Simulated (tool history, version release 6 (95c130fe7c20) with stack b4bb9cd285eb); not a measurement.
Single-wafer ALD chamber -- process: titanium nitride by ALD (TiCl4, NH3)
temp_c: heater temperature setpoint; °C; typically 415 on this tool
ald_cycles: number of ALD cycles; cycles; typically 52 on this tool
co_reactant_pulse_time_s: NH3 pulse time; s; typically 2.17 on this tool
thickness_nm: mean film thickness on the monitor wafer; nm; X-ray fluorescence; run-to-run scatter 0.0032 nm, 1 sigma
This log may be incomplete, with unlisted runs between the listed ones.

run    hour  temp_c  ald_cycles  co_reactant_pulse_time_s  read-back reference wafer on the same gauge, thickness_nm  thickness_nm
  1       0     415          57                      1.91                                                       1.48         1.388
       59.7  -- thermocouple changed; heater temperature recalibrated
  2    60.2     415          48                      2.17                                                      1.481         1.171
  3   100.8     404          52                      2.17                                                       1.48         1.268
  4   139.9     404          52                      2.17                                                      1.481         1.265
  5   227.8     404          52                      2.17                                                       1.48         1.266
  6   301.8     423          52                      2.17                                                       1.48         1.266
  7     369     423          52                      2.17                                                       1.48         1.272
  8   456.3     415          52                      2.17                                                       1.48         1.271
  9   541.8     415          52                      2.17                                                      1.478         1.273
 10   641.4     415          52                      1.58                                                      1.479         1.253
 11   689.3     415          52                      1.58                                                       1.48         1.254
 12   775.4     415          52                      1.58                                                       1.48         1.254
 13   961.9     415          52                      2.17                                                      1.479         1.268
 14   999.4     415          52                      2.17                                                       1.48         1.268
 15  1044.3     415          52                      2.17                                                       1.48         1.271
 16  1097.2     403          46                       2.9                                                       1.48         1.129
 17  1162.1     415          52                      2.17                                                       1.48         1.267
 18  1246.8     415          52                      2.17                                                       1.48         1.267
 19  1298.3     402          52                      2.17                                                      1.481         1.264
     1325.8  -- thermocouple changed; heater temperature recalibrated
 20  1338.9     415          56                      1.84                                                      1.479         1.363
       1376  -- gauge calibrated
 21  1465.3     422          60                      2.17                                                       1.48         1.467
 22    1545     415          52                      2.17                                                      1.479         1.264
 23  1591.7     415          46                      2.76                                                      1.479         1.127
 24  1646.3     427          44                      1.79                                                       1.48         1.069
 25  1740.2     415          52                      2.17                                                       1.48         1.267
 26  1829.4     415          52                      2.79                                                       1.48         1.275
     1883.4  -- showerhead replaced
 27  1889.8     415          60                      2.62                                                       1.48         1.471
 28  2188.5     415          52                      2.17                                                      1.481         1.268
 29  2260.1     426          43                      2.17                                                      1.479         1.051
 30  2312.7     423          52                      2.17                                                      1.479         1.271
 31  2349.8     424          56                      2.96                                                       1.48         1.382
 32  2393.6     430          60                      2.17                                                      1.479          1.47
 33  2632.3     424          52                      2.46                                                      1.481         1.278
     2692.6  -- thermocouple changed; heater temperature recalibrated
 34  2731.8     415          43                      1.81                                                      1.478         1.042
 35  2825.1     429          47                      1.89                                                       1.48         1.148
 36  2921.6     415          52                      2.17                                                      1.479         1.269
 37    3020     415          52                      2.17                                                      1.481         1.268
 38  3067.9     420          56                      2.17                                                      1.481         1.373
 39  3153.8     415          46                       2.6                                                      1.481         1.127

5 ways to go on from here, each from the tool as it stands after run 39. What would each give?
  A  3154.3     415          43                      2.17                                                          ?             ?
  B  3154.3     428          52                      1.69                                                          ?             ?
  C  3154.3     427          48                      2.17                                                          ?             ?
  D  3154.3     430          52                      1.53                                                          ?             ?
  E  3154.3     408          61                      1.67                                                          ?             ?

run  read-back reference wafer on the same gauge, thickness_nm  thickness_nm
  A                                                      1.481         1.045
  B                                                      1.481         1.261
  C                                                      1.481          1.17
  D                                                      1.481         1.258
  E                                                      1.481         1.466
Stripped of hidden state, with their random variation kept, the same runs would have yielded:
run  thickness_nm
  A         1.045
  B         1.261
  C          1.17
  D         1.258
  E         1.466
